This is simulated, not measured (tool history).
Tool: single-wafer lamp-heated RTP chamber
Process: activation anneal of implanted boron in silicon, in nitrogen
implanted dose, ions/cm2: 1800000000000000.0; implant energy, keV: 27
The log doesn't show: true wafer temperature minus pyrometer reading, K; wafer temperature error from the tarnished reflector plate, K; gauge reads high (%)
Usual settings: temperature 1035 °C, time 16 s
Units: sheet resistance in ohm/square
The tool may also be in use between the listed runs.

run	hour	temperature	time	wafers since the last listed run	wafers since the last pyrometer calibration	wafers since the reflector plate was cleaned	hours since the gauge calibration	read-back reference wafer on the same gauge, sheet resistance	sheet resistance
1	0.0	1035	22	0	5374	3613	1008.1	54.05	65.89
2	63.9	1035	22	979	6353	4592	1072.0	54.07	65.39
# hour 111.2: pyrometer window cleaned and pyrometer calibrated
3	151.8	1035	22	1224	622	5816	1159.9	54.19	65.16
# hour 203.5: reflector plate cleaned
4	254.2	1035	16	1446	2068	776	1262.3	54.10	66.28
5	348.0	1035	16	1437	3505	2213	1356.1	54.09	66.43
6	496.4	1026	10	2273	5779	4487	1504.5	54.07	67.53
# hour 530.7: pyrometer window cleaned and pyrometer calibrated
# hour 577.6: gauge calibrated
7	583.6	1026	10	1213	809	5700	6.0	54.09	67.06
# hour 600.2: reflector plate cleaned
8	656.8	1026	10	998	1808	867	79.2	54.15	68.82
9	716.9	1035	11	920	2729	1788	139.3	54.20	66.58
10	807.7	1017	16	1391	4120	3179	230.1	54.07	68.59
11	909.1	1035	16	1553	5674	4733	331.5	54.03	65.87
# hour 950.4: pyrometer window cleaned and pyrometer calibrated
12	997.2	1016	25	1227	717	5960	419.6	54.16	67.36
# hour 1019.1: reflector plate cleaned
13	1090.3	1026	9	1303	2021	1090	512.7	54.09	68.46
14	1174.6	1022	7	1291	3312	2381	597.0	54.19	69.69
15	1229.9	1027	22	847	4160	3229	652.3	54.06	66.65
16	1282.8	1035	16	810	4970	4039	705.2	54.05	66.42
17	1341.2	1045	16	894	5865	4934	763.6	54.10	64.78

The tool's hidden state at each run:
true wafer temperature minus pyrometer reading, K: 0 in every run
gauge reads high (%): 0 in every run
H1: wafer temperature error from the tarnished reflector plate, K
run	H1
1	3.39
2	5.22
3	8.44
4	1.17
5	2.15
6	5.61
7	8.73
8	0.515
9	1.07
10	2.64
11	5.43
12	8.74
13	0.758
14	1.78
15	2.85
16	4.19
17	6.02

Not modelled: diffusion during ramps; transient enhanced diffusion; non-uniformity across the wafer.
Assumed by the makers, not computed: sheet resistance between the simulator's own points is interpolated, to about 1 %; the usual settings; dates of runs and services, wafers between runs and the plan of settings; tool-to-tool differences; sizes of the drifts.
